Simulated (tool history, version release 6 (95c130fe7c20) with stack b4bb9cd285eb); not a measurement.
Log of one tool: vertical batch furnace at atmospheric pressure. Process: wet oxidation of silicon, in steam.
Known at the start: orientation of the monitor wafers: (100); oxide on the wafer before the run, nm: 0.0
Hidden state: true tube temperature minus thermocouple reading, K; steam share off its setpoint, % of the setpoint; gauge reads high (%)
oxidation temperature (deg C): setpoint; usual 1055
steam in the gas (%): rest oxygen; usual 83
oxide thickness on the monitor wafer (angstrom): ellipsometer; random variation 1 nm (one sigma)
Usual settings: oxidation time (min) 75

run   hour  oxidation temperature (deg C)  oxidation time (min)  steam in the gas (%)  wafers since the last listed run  hours since the last temperature calibration  hours since the steam generator was serviced  hours since the gauge calibration  read-back reference wafer on the same gauge, thickness  oxide thickness on the monitor wafer (angstrom)
  1      0                           1055                    75                    74                                 0                                          2810                                          2905                               48.4                                                  776.35                                           6010.9
  2     18                           1055                    75                    83                               271                                          2828                                          2923                               66.4                                                  776.21                                           6464.4
  3   36.6                           1055                    75                    83                               280                                        2846.6                                        2941.6                                 85                                                  775.79                                             6443
  4   45.6                           1055                  93.5                    90                               135                                        2855.6                                        2950.6                                 94                                                  775.94                                           7690.2
  5   59.7                           1055                  93.5                    90                               212                                        2869.7                                        2964.7                              108.1                                                  775.93                                           7690.7
  6   68.6                           1055                    75                    83                               134                                        2878.6                                        2973.6                                117                                                  776.28                                           6445.1
  7   77.7                           1044                    49                    83                               137                                        2887.7                                        2982.7                              126.1                                                     776                                           4684.3
  8   92.8                           1044                    49                    83                               228                                        2902.8                                        2997.8                              141.2                                                  775.63                                           4668.7
  9    112                           1055                    75                    83                               290                                          2922                                          3017                              160.4                                                  776.17                                           6439.2
 10  124.6                           1055                    75                    83                               190                                        2934.6                                        3029.6                                173                                                  776.14                                           6443.4
 11  137.2                           1055                    75                    83                               190                                        2947.2                                        3042.2                              185.6                                                  776.21                                             6434
 12  146.4                           1055                    75                    83                               138                                        2956.4                                        3051.4                              194.8                                                  776.56                                             6446
 13  161.4                           1055                    67                    83                               226                                        2971.4                                        3066.4                              209.8                                                  775.85                                           6013.2
 14  181.3                           1055                  63.5                    83                               300                                        2991.3                                        3086.3                              229.7                                                  776.04                                           5824.6
 15  202.1                           1055                  63.5                    83                               314                                        3012.1                                        3107.1                              250.5                                                  775.55                                           5799.2
     233.8  -- steam generator serviced
 16  234.3                           1055                    75                    83                               123                                        3044.3                                           0.5                              282.7                                                  775.98                                           6693.4
 17  239.3                           1055                    75                    83                                75                                        3049.3                                           5.5                              287.7                                                  775.98                                           6667.1
 18  244.4                           1055                    75                    83                                77                                        3054.4                                          10.6                              292.8                                                  776.09                                           6695.9
 19  249.7                           1046                    38                    93                                80                                        3059.7                                          15.9                              298.1                                                  776.12                                             4501
 20  264.8                           1055                  93.5                    90                               228                                        3074.8                                            31                              313.2                                                  775.87                                           8001.2
 21  275.4                           1044                    64                    83                               160                                        3085.4                                          41.6                              323.8                                                  776.59                                           5742.6
     286.8  -- gauge calibrated
 22  290.5                           1078                 106.5                    89                               228                                        3100.5                                          56.7                                3.7                                                  775.96                                           9432.9
 23  311.6                           1055                    75                    76                               318                                        3121.6                                          77.8                               24.8                                                   775.6                                           6354.7
 24  339.9                           1045                   112                    92                               427                                        3149.9                                         106.1                               53.1                                                  776.05                                           8589.3
       368  -- thermocouples replaced and temperature profile calibrated
 25  368.5                           1055                 109.5                    93                                69                                           0.5                                         134.7                               81.7                                                  775.93                                           8922.7
 26  378.4                           1055                  46.5                    83                               149                                          10.4                                         144.6                               91.6                                                  775.93                                           4995.5
 27  389.9                           1030                 102.5                    83                               173                                          21.9                                         156.1                              103.1                                                  776.01                                           7102.4
 28  406.3                           1045                   112                    92                               247                                          38.3                                         172.5                              119.5                                                  775.86                                           8583.7
 29  414.4                           1033                  93.5                    83                               122                                          46.4                                         180.6                              127.6                                                   776.5                                             6816
 30  429.5                           1055                  52.5                    83                               228                                          61.5                                         195.7                              142.7                                                  775.98                                           5399.4
 31  446.2                           1064                  52.5                    95                               252                                          78.2                                         212.4                              159.4                                                  776.02                                           6138.4
 32    455                           1063                 101.5                    72                               132                                            87                                         221.2                              168.2                                                   776.1                                           7648.9
 33  470.7                           1078                 106.5                    89                               237                                         102.7                                         236.9                              183.9                                                  776.41                                           9435.5
 34  497.6                           1055                    75                    83                               406                                         129.6                                         263.8                              210.8                                                  775.76                                           6676.7
 35  506.5                           1070                    75                    94                               134                                         138.5                                         272.7                              219.7                                                  775.75                                           7718.3
 36  521.9                           1055                  85.5                    83                               232                                         153.9                                         288.1                              235.1                                                  776.06                                           7219.5
 37  532.8                           1048                    90                    77                               164                                         164.8                                           299                                246                                                  776.13                                           6883.8
 38  547.1                           1055                    75                    83                               216                                         179.1                                         313.3                              260.3                                                   775.9                                           6684.9

Forecast each of these 4 alternatives for the next run:
  A  552.3                           1055                    75                    91                                78                                         184.3                                         318.5                              265.5                                                       ?                                                ?
  B  552.3                           1069                  41.5                    95                                78                                         184.3                                         318.5                              265.5                                                       ?                                                ?
  C  552.3                           1055                    75                    87                                78                                         184.3                                         318.5                              265.5                                                       ?                                                ?
  D  552.3                           1043                    93                    75                                78                                         184.3                                         318.5                              265.5                                                       ?                                                ?

run  read-back reference wafer on the same gauge, thickness  oxide thickness on the monitor wafer (angstrom)
  A                                                  775.64                                           7054.6
  B                                                  775.64                                           5454.4
  C                                                  775.64                                           6869.2
  D                                                  775.64                                             6732
Without the tool's hidden state the same runs would have given:
run  oxide thickness on the monitor wafer (angstrom)
  A                                           7066.7
  B                                           5463.9
  C                                             6881
  D                                           6743.7
